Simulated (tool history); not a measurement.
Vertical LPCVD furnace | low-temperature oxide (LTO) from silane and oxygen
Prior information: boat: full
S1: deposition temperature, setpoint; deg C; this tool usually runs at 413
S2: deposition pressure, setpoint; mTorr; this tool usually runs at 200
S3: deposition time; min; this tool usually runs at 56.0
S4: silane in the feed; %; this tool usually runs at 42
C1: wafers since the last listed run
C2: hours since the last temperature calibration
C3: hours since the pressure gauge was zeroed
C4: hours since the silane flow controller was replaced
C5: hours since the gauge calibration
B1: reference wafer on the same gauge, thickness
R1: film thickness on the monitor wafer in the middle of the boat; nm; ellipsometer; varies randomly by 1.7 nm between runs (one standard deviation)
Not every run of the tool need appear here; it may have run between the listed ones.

{"run": 1, "day": 0.0, "S1": 413, "S2": 200, "S3": 56.0, "S4": 42, "C1": 0, "C2": 3480.6, "C3": 3170.1, "C4": 2947.8, "C5": 527.2, "B1": 684.83, "R1": 557.69}
{"run": 2, "day": 0.975, "S1": 413, "S2": 200, "S3": 56.0, "S4": 42, "C1": 263, "C2": 3504.0, "C3": 3193.5, "C4": 2971.2, "C5": 550.6, "B1": 683.84, "R1": 556.79}
{"run": 3, "day": 1.996, "S1": 413, "S2": 200, "S3": 56.0, "S4": 42, "C1": 275, "C2": 3528.5, "C3": 3218.0, "C4": 2995.7, "C5": 575.1, "B1": 683.99, "R1": 553.43}
{"run": 4, "day": 3.017, "S1": 413, "S2": 200, "S3": 56.0, "S4": 42, "C1": 275, "C2": 3553.0, "C3": 3242.5, "C4": 3020.2, "C5": 599.6, "B1": 683.79, "R1": 556.1}
{"run": 5, "day": 3.604, "S1": 413, "S2": 200, "S3": 64.0, "S4": 42, "C1": 158, "C2": 3567.1, "C3": 3256.6, "C4": 3034.3, "C5": 613.7, "B1": 684.2, "R1": 630.8}
{"run": 6, "day": 4.392, "S1": 413, "S2": 200, "S3": 56.0, "S4": 42, "C1": 212, "C2": 3586.0, "C3": 3275.5, "C4": 3053.2, "C5": 632.6, "B1": 683.94, "R1": 552.72}
{"run": 7, "day": 5.492, "S1": 413, "S2": 200, "S3": 56.0, "S4": 42, "C1": 296, "C2": 3612.4, "C3": 3301.9, "C4": 3079.6, "C5": 659.0, "B1": 683.77, "R1": 550.81}
{"run": 8, "day": 6.096, "S1": 422, "S2": 200, "S3": 56.0, "S4": 42, "C1": 163, "C2": 3626.9, "C3": 3316.4, "C4": 3094.1, "C5": 673.5, "B1": 684.22, "R1": 608.46}
{"day": 10.05, "done": "pressure gauge zeroed"}
{"day": 10.338, "done": "thermocouples replaced and temperature profile calibrated"}
{"run": 9, "day": 10.358, "S1": 422, "S2": 200, "S3": 56.0, "S4": 42, "C1": 803, "C2": 0.5, "C3": 7.4, "C4": 3196.4, "C5": 775.8, "B1": 684.11, "R1": 646.31}
{"run": 10, "day": 11.279, "S1": 413, "S2": 200, "S3": 56.0, "S4": 42, "C1": 248, "C2": 22.6, "C3": 29.5, "C4": 3218.5, "C5": 797.9, "B1": 684.0, "R1": 589.14}
{"run": 11, "day": 12.133, "S1": 417, "S2": 200, "S3": 56.0, "S4": 42, "C1": 230, "C2": 43.1, "C3": 50.0, "C4": 3239.0, "C5": 818.4, "B1": 683.8, "R1": 613.17}
{"run": 12, "day": 12.8, "S1": 417, "S2": 200, "S3": 56.0, "S4": 42, "C1": 179, "C2": 59.1, "C3": 66.0, "C4": 3255.0, "C5": 834.4, "B1": 683.82, "R1": 610.27}
{"day": 14.229, "done": "silane flow controller replaced"}
{"run": 13, "day": 14.25, "S1": 417, "S2": 200, "S3": 56.0, "S4": 42, "C1": 121, "C2": 93.9, "C3": 100.8, "C4": 0.5, "C5": 869.2, "B1": 683.63, "R1": 612.38}
{"run": 14, "day": 14.808, "S1": 413, "S2": 200, "S3": 56.0, "S4": 42, "C1": 150, "C2": 107.3, "C3": 114.2, "C4": 13.9, "C5": 882.6, "B1": 683.81, "R1": 583.26}
{"run": 15, "day": 15.654, "S1": 418, "S2": 180, "S3": 64.0, "S4": 42, "C1": 228, "C2": 127.6, "C3": 134.5, "C4": 34.2, "C5": 902.9, "B1": 684.35, "R1": 636.45}
{"run": 16, "day": 16.921, "S1": 421, "S2": 240, "S3": 47.0, "S4": 35, "C1": 341, "C2": 158.0, "C3": 164.9, "C4": 64.6, "C5": 933.3, "B1": 683.4, "R1": 516.32}
{"run": 17, "day": 18.304, "S1": 413, "S2": 200, "S3": 56.0, "S4": 42, "C1": 373, "C2": 191.2, "C3": 198.1, "C4": 97.8, "C5": 966.5, "B1": 683.68, "R1": 585.3}
{"run": 18, "day": 19.496, "S1": 417, "S2": 200, "S3": 74.5, "S4": 42, "C1": 321, "C2": 219.8, "C3": 226.7, "C4": 126.4, "C5": 995.1, "B1": 684.22, "R1": 815.52}
{"run": 19, "day": 20.654, "S1": 413, "S2": 200, "S3": 48.0, "S4": 42, "C1": 312, "C2": 247.6, "C3": 254.5, "C4": 154.2, "C5": 1022.9, "B1": 684.49, "R1": 504.82}
{"run": 20, "day": 21.883, "S1": 413, "S2": 200, "S3": 41.0, "S4": 42, "C1": 331, "C2": 277.1, "C3": 284.0, "C4": 183.7, "C5": 1052.4, "B1": 684.08, "R1": 429.94}
{"day": 23.525, "done": "gauge calibrated"}
{"run": 21, "day": 24.342, "S1": 401, "S2": 155, "S3": 39.0, "S4": 36, "C1": 663, "C2": 336.1, "C3": 343.0, "C4": 242.7, "C5": 19.6, "B1": 683.57, "R1": 231.63}
{"run": 22, "day": 25.646, "S1": 413, "S2": 175, "S3": 56.0, "S4": 48, "C1": 351, "C2": 367.4, "C3": 374.3, "C4": 274.0, "C5": 50.9, "B1": 684.42, "R1": 585.86}
{"run": 23, "day": 26.283, "S1": 413, "S2": 200, "S3": 56.0, "S4": 42, "C1": 172, "C2": 382.7, "C3": 389.6, "C4": 289.3, "C5": 66.2, "B1": 683.62, "R1": 585.01}
{"run": 24, "day": 27.354, "S1": 407, "S2": 250, "S3": 70.5, "S4": 42, "C1": 288, "C2": 408.4, "C3": 415.3, "C4": 315.0, "C5": 91.9, "B1": 684.09, "R1": 867.86}
{"run": 25, "day": 28.046, "S1": 413, "S2": 160, "S3": 56.0, "S4": 42, "C1": 186, "C2": 425.0, "C3": 431.9, "C4": 331.6, "C5": 108.5, "B1": 683.97, "R1": 468.76}
{"run": 26, "day": 29.042, "S1": 413, "S2": 200, "S3": 44.5, "S4": 42, "C1": 268, "C2": 448.9, "C3": 455.8, "C4": 355.5, "C5": 132.4, "B1": 683.97, "R1": 466.79}
{"run": 27, "day": 29.7, "S1": 421, "S2": 250, "S3": 56.0, "S4": 42, "C1": 177, "C2": 464.7, "C3": 471.6, "C4": 371.3, "C5": 148.2, "B1": 684.09, "R1": 800.36}
{"run": 28, "day": 32.192, "S1": 413, "S2": 200, "S3": 56.0, "S4": 42, "C1": 672, "C2": 524.5, "C3": 531.4, "C4": 431.1, "C5": 208.0, "B1": 684.21, "R1": 588.93}
{"run": 29, "day": 33.612, "S1": 423, "S2": 185, "S3": 37.5, "S4": 45, "C1": 383, "C2": 558.6, "C3": 565.5, "C4": 465.2, "C5": 242.1, "B1": 684.3, "R1": 431.53}
{"run": 30, "day": 34.392, "S1": 413, "S2": 200, "S3": 47.5, "S4": 42, "C1": 210, "C2": 577.3, "C3": 584.2, "C4": 483.9, "C5": 260.8, "B1": 684.11, "R1": 497.84}

Some steps in R1, run to run, broken into two amounts with sign: the step expected even without the hidden condition (settings, incoming material, random variation), and the rest, left for the hidden condition together with whatever gauge scatter is not in both the measured and the hidden-condition-free result:
Hidden state at play: true tube temperature minus thermocouple reading, K; true pressure minus gauge reading, mTorr; deviation of the silane flow from its setpoint, %; gauge reads high (%).
Run 4 -> 5: S3 56.0 -> 64.0. R1 +74.70 nm: hidden state -4.83, all else +79.53.
Run 5 -> 6: S3 64.0 -> 56.0. R1 -78.08 nm: hidden state +4.37, all else -82.45.
Run 8 -> 9: pressure gauge zeroed, thermocouples replaced and temperature profile calibrated. R1 +37.85 nm: hidden state +37.42, all else +0.43.
Run 21 -> 22: S1 401 -> 413, S2 155 -> 175, S3 39.0 -> 56.0, S4 36 -> 48. R1 +354.23 nm: hidden state -0.87, all else +355.10.
Run 24 -> 25: S1 407 -> 413, S2 250 -> 160, S3 70.5 -> 56.0. R1 -399.10 nm: hidden state +0.22, all else -399.32.
Run 26 -> 27: S1 413 -> 421, S2 200 -> 250, S3 44.5 -> 56.0. R1 +333.57 nm: hidden state -0.50, all else +334.07.
